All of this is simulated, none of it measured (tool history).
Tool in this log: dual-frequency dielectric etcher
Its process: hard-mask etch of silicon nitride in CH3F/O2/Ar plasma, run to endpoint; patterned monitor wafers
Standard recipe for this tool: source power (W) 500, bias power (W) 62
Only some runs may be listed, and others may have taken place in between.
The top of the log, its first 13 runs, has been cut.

run     day  source power (W)  bias power (W)  incoming incoming film thickness, nm  endpoint time (s)
      7.154  -- source power generator calibrated
      7.383  -- wet clean of the chamber
      7.808  -- upper electrode replaced
 14   7.829               500              62                                  52.7               67.7
 15   7.842               390              67                                  52.5               69.8
 16   7.858               390              72                                  52.0               66.9
 17   7.871               400              75                                  52.6               66.6
 18   8.279               380              71                                  52.3               68.5
 19   8.696               500              62                                  52.8               67.8
 20   9.400               500              62                                  52.0               66.5
     10.508  -- wet clean of the chamber, repeated, since the last time left the tool worse
 21  10.529               500              62                                  52.1               70.9
     11.146  -- bias power generator calibrated
 22  11.433               460              78                                  52.9               66.8
 23  11.862               540              62                                  52.4               69.3
 24  12.608               380              51                                  52.3               82.6
 25  13.079               500              75                                  53.0               66.3
 26  14.342               500              62                                  51.9               70.3
 27  14.883               430              62                                  52.0               73.4
 28  15.479               410              54                                  52.4               78.7
 29  16.221               460              70                                  52.1               68.3
 30  16.733               500              52                                  52.7               75.8
 31  17.104               540              55                                  52.3               71.7
 32  17.450               400              68                                  52.8               72.3
 33  17.712               570              62                                  52.3               67.3
 34  18.458               550              51                                  53.0               74.4
 35  18.750               610              70                                  52.8               63.3
 36  19.192               560              71                                  52.2               63.5

Each row is a separate what-if for the run after 36, all from the same tool condition, not one after another. Results?
  A  19.208               500              62                                  51.9                  ?
  B  19.208               610              76                                  51.9                  ?
  C  19.208               460              67                                  51.9                  ?

run  endpoint time (s)
  A               69.2
  B               60.3
  C               68.7
With the hidden condition removed and each run's random variation left untouched, the same runs would have given:
run  endpoint time (s)
  A               71.0
  B               61.9
  C               70.5

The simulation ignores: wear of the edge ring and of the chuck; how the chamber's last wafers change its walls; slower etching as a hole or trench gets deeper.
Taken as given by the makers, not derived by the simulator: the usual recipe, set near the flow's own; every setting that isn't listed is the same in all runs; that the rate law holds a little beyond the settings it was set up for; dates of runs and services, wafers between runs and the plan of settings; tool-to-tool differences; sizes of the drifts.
